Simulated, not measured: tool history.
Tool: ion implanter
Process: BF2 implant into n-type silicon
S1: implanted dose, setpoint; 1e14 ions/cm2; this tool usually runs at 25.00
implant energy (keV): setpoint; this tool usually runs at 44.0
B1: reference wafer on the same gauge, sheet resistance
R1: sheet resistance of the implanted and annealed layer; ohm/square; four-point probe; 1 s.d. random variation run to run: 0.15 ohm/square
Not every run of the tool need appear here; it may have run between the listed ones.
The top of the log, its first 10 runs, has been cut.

Run 11, hour 235.0: usual settings; B1 105.05. Result: R1 102.81 ohm/square.
Run 12, hour 252.9: usual settings; B1 105.00. Result: R1 102.83 ohm/square.
Run 13, hour 287.0: usual settings; B1 104.96. Result: R1 102.85 ohm/square.
Run 14, hour 321.5: usual settings; B1 105.02. Result: R1 103.08 ohm/square.
Run 15, hour 351.7: usual settings; B1 104.98. Result: R1 103.21 ohm/square.
Run 16, hour 378.9: usual settings but S1 28.44 1e14 ions/cm2; B1 104.97. Result: R1 102.08 ohm/square.
Run 17, hour 393.0: usual settings; B1 105.03. Result: R1 103.34 ohm/square.
Run 18, hour 476.9: usual settings but S1 30.94 1e14 ions/cm2, implant energy (keV) 33.5; B1 105.12. Result: R1 117.06 ohm/square.
Run 19, hour 497.4: usual settings but S1 18.67 1e14 ions/cm2; B1 105.03. Result: R1 107.01 ohm/square.
Run 20, hour 513.8: usual settings but S1 27.42 1e14 ions/cm2, implant energy (keV) 52.5; B1 105.09. Result: R1 93.17 ohm/square.
At hour 544.9: extraction supply calibrated.
Run 21, hour 545.4: usual settings but S1 22.03 1e14 ions/cm2, implant energy (keV) 38.5; B1 105.00. Result: R1 108.90 ohm/square.
Run 22, hour 573.1: usual settings but S1 22.93 1e14 ions/cm2, implant energy (keV) 34.0; B1 105.00. Result: R1 115.39 ohm/square.
At hour 592.3: gauge calibrated.
Run 23, hour 597.2: usual settings but S1 28.88 1e14 ions/cm2, implant energy (keV) 56.5; B1 104.96. Result: R1 86.63 ohm/square.
At hour 608.4: Faraday cup replaced and dose calibrated.
Run 24, hour 701.7: usual settings; B1 105.01. Result: R1 100.90 ohm/square.
Run 25, hour 719.4: usual settings; B1 105.07. Result: R1 100.93 ohm/square.
Run 26, hour 754.1: usual settings but S1 27.98 1e14 ions/cm2, implant energy (keV) 48.5; B1 105.02. Result: R1 94.89 ohm/square.
Run 27, hour 787.2: usual settings but S1 30.57 1e14 ions/cm2, implant energy (keV) 52.0; B1 104.97. Result: R1 90.54 ohm/square.
Run 28, hour 864.1: usual settings; B1 105.09. Result: R1 100.75 ohm/square.
Run 29, hour 883.3: usual settings but S1 18.78 1e14 ions/cm2, implant energy (keV) 38.5; B1 104.99. Result: R1 111.37 ohm/square.
Run 30, hour 903.3: usual settings but S1 29.55 1e14 ions/cm2, implant energy (keV) 36.5; B1 105.03. Result: R1 109.76 ohm/square.

Predict each of these 3 candidate next runs independently; none follows another, all start after run 30:
Run A, hour 903.7: usual settings; B1 ?. Result: R1 ?.
Run B, hour 903.7: usual settings but S1 29.58 1e14 ions/cm2, implant energy (keV) 37.5; B1 ?. Result: R1 ?.
Run C, hour 903.7: usual settings but S1 27.00 1e14 ions/cm2, implant energy (keV) 35.5; B1 ?. Result: R1 ?.

run      B1      R1
  A  105.08  100.93
  B  105.08  108.32
  C  105.08  111.97
Stripped of hidden state, with their random variation kept, the same runs would have yielded:
run      R1
  A  101.06
  B  108.45
  C  112.11
